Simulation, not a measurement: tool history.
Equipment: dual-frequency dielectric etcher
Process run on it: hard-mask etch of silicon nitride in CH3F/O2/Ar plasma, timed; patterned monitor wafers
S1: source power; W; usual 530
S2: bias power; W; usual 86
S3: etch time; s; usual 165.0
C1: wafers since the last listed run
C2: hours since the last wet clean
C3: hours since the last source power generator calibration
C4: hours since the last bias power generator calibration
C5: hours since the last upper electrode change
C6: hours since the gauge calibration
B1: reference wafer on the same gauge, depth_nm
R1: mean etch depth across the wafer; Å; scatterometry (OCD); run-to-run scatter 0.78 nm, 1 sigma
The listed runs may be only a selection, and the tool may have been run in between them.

run	hour	S1	S2	S3	C1	C2	C3	C4	C5	C6	B1	R1
1	0.0	430	86	185.5	0	346.2	932.9	2942.1	2966.7	452.3	133.9	1494
# hour 7.4: wet clean of the chamber
2	29.7	530	86	165.0	119	22.3	962.6	2971.8	2996.4	482.0	133.9	1365
3	56.7	530	86	165.0	145	49.3	989.6	2998.8	3023.4	509.0	133.9	1370
4	104.0	530	86	165.0	254	96.6	1036.9	3046.1	3070.7	556.3	134.0	1367
5	133.5	530	86	165.0	158	126.1	1066.4	3075.6	3100.2	585.8	133.8	1384
6	204.7	530	86	139.5	383	197.3	1137.6	3146.8	3171.4	657.0	133.8	1166
7	257.3	530	86	139.5	283	249.9	1190.2	3199.4	3224.0	709.6	133.9	1171
8	288.0	530	86	165.0	165	280.6	1220.9	3230.1	3254.7	740.3	134.0	1374
# hour 374.9: wet clean of the chamber
9	375.4	530	86	165.0	341	0.5	1308.3	3317.5	3342.1	827.7	134.3	1316
10	402.0	530	86	165.0	143	27.1	1334.9	3344.1	3368.7	854.3	134.1	1325
# hour 430.1: upper electrode replaced
# hour 443.3: bias power generator calibrated
11	445.4	530	86	127.5	82	70.5	1378.3	2.1	15.3	897.7	133.8	1040
# hour 459.9: gauge calibrated
12	500.4	530	86	165.0	296	125.5	1433.3	57.1	70.3	40.5	134.0	1337
13	535.0	530	86	165.0	186	160.1	1467.9	91.7	104.9	75.1	133.9	1355
14	605.5	530	86	165.0	379	230.6	1538.4	162.2	175.4	145.6	134.2	1362
15	656.8	630	78	178.0	276	281.9	1589.7	213.5	226.7	196.9	133.7	1461
# hour 703.3: wet clean of the chamber
16	714.5	530	86	165.0	181	11.2	1647.4	271.2	284.4	254.6	134.3	1344
17	774.8	430	86	185.5	324	71.5	1707.7	331.5	344.7	314.9	133.8	1438
18	845.3	420	86	144.0	379	142.0	1778.2	402.0	415.2	385.4	134.3	1127
19	913.1	630	86	129.0	364	209.8	1846.0	469.8	483.0	453.2	133.8	1120
20	964.6	480	102	190.0	277	261.3	1897.5	521.3	534.5	504.7	134.3	1699
# hour 992.1: source power generator calibrated
21	1019.9	460	86	165.0	276	316.6	27.8	576.6	589.8	560.0	134.2	1340
22	1052.8	460	69	165.0	177	349.5	60.7	609.5	622.7	592.9	133.9	1176
# hour 1115.9: wet clean of the chamber
23	1116.4	450	101	187.0	213	0.5	124.3	673.1	686.3	656.5	133.8	1580
24	1121.1	580	77	165.0	25	5.2	129.0	677.8	691.0	661.2	133.8	1286
25	1188.4	590	71	165.0	362	72.5	196.3	745.1	758.3	728.5	134.0	1239
26	1255.6	530	101	183.0	361	139.7	263.5	812.3	825.5	795.7	133.8	1630

Run-by-run hidden state of the tool:
source power that arrives over what is set, %: 0 at every run
bias power that arrives over what is set, %: 0 at every run
gauge reads high (%): 0 at every run
H1: etch rate over this chamber's usual, %
run	H1
1	3.92
2	0.806
3	1.08
4	1.57
5	1.87
6	2.6
7	3.13
8	3.45
9	-1.03
10	-0.761
11	-0.317
12	0.246
13	0.6
14	1.32
15	1.85
16	0.0817
17	0.698
18	1.42
19	2.11
20	2.64
21	3.21
22	3.54
23	-0.399
24	-0.351
25	0.338
26	1.03
